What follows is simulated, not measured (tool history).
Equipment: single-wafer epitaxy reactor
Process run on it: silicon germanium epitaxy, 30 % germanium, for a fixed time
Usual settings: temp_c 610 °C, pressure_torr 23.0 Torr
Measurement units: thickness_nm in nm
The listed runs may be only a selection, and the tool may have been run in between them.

run    hour  temp_c  pressure_torr  read-back reference wafer on the same gauge, thickness_nm  thickness_nm
  1     0.0     610           23.0                                                     66.740        80.109
  2    39.0     610           23.0                                                     66.719        79.509
  3   106.6     610           23.0                                                     66.829        79.982
  4   148.6     610           23.0                                                     66.753        80.099
  5   253.7     610           23.0                                                     66.665        80.361
  6   312.7     610           23.0                                                     66.569        79.934
  7   371.0     610           23.0                                                     66.625        80.110
  8   408.0     610           23.0                                                     66.652        80.066
  9   477.5     610           23.0                                                     66.658        80.229
      515.5  -- showerhead replaced
 10   553.2     610           23.0                                                     66.491        80.404
 11   603.6     617           24.4                                                     66.474        94.065
 12   708.1     617           24.4                                                     66.421        93.928
 13   813.6     619           23.0                                                     66.504        94.059
 14   911.8     610           23.0                                                     66.438        79.810
      984.3  -- pyrometer calibrated
 15  1126.7     598           27.7                                                     66.314        70.402
 16  1199.6     610           20.1                                                     66.280        73.726
 17  1261.7     618           24.5                                                     66.280        95.959
 18  1343.6     617           24.4                                                     66.212        93.039
 19  1422.0     625           24.7                                                     66.164       108.955
 20  1523.6     598           26.0                                                     66.183        68.098
 21  1621.0     610           23.0                                                     66.086        79.126
 22  1693.6     620           25.1                                                     66.052        99.810
 23  1798.0     598           24.5                                                     66.063        65.363

Run 24, settings as shown, results not yet in. Your forecast:
     1857.6  -- capacitance manometer re-zeroed and calibrated
 24  1858.7     603           20.7                                                          ?             ?

read-back reference wafer on the same gauge, thickness_nm: 66.056
thickness_nm: 65.336 nm
Minus the tool's unlogged condition, the same run would have read thickness_nm 66.415 nm.

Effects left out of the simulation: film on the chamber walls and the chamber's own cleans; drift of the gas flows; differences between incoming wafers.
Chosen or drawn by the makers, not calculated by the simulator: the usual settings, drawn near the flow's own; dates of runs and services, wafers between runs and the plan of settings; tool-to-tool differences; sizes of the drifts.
